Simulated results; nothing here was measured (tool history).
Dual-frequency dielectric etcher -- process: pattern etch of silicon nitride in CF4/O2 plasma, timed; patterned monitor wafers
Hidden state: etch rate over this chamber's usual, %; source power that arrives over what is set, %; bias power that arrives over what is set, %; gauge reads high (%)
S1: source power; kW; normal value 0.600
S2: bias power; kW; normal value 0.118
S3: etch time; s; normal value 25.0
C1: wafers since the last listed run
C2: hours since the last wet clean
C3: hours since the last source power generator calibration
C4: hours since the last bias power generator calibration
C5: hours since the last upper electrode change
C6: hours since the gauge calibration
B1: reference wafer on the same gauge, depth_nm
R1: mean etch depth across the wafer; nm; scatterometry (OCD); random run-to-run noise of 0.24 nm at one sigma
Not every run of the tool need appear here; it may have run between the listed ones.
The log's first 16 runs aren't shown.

run   hour     S1     S2    S3   C1     C2     C3     C4     C5     C6    B1    R1
     254.5  -- gauge calibrated
     255.3  -- bias power generator calibrated
 17  262.1  0.750  0.147  28.5  126  434.6   75.5    6.8  103.7    7.6  43.3  73.7
 18  271.0  0.500  0.100  32.0  137  443.5   84.4   15.7  112.6   16.5  43.2  48.5
     297.4  -- wet clean of the chamber
 19  297.9  0.500  0.102  25.0   44    0.5  111.3   42.6  139.5   43.4  43.3  39.6
 20  301.1  0.600  0.105  25.0   49    3.7  114.5   45.8  142.7   46.6  43.3  48.7
 21  314.2  0.720  0.106  25.0  202   16.8  127.6   58.9  155.8   59.7  43.3  58.7
 22  327.4  0.600  0.118  25.0  203   30.0  140.8   72.1  169.0   72.9  43.3  50.5
 23  334.5  0.690  0.104  32.0  109   37.1  147.9   79.2  176.1   80.0  43.3  71.3
 24  341.9  0.600  0.109  21.5  114   44.5  155.3   86.6  183.5   87.4  43.3  41.9
 25  358.9  0.480  0.099  30.0  262   61.5  172.3  103.6  200.5  104.4  43.3  44.8
 26  376.9  0.600  0.132  25.0  277   79.5  190.3  121.6  218.5  122.4  43.4  51.5
 27  383.4  0.740  0.104  23.0  100   86.0  196.8  128.1  225.0  128.9  43.3  54.6
 28  396.8  0.600  0.118  25.0  206   99.4  210.2  141.5  238.4  142.3  43.3  49.8
 29  405.0  0.600  0.118  25.0  126  107.6  218.4  149.7  246.6  150.5  43.3  50.1
 30  411.4  0.740  0.136  18.0   98  114.0  224.8  156.1  253.0  156.9  43.3  46.1

Alternative continuations, all from the tool just after run 30; predict every row:
  A  411.8  0.600  0.118  25.0   6  114.4  225.2  156.5  253.4  157.3   ?   ?
  B  411.8  0.660  0.118  29.5   6  114.4  225.2  156.5  253.4  157.3   ?   ?
  C  411.8  0.640  0.089  18.5   6  114.4  225.2  156.5  253.4  157.3   ?   ?
  D  411.8  0.680  0.106  25.0   6  114.4  225.2  156.5  253.4  157.3   ?   ?

run    B1    R1
  A  43.3  49.7
  B  43.3  64.8
  C  43.3  36.6
  D  43.3  55.1
With the hidden condition removed and each run's random variation left untouched, the same runs would have given:
run    R1
  A  50.0
  B  65.3
  C  36.8
  D  55.4

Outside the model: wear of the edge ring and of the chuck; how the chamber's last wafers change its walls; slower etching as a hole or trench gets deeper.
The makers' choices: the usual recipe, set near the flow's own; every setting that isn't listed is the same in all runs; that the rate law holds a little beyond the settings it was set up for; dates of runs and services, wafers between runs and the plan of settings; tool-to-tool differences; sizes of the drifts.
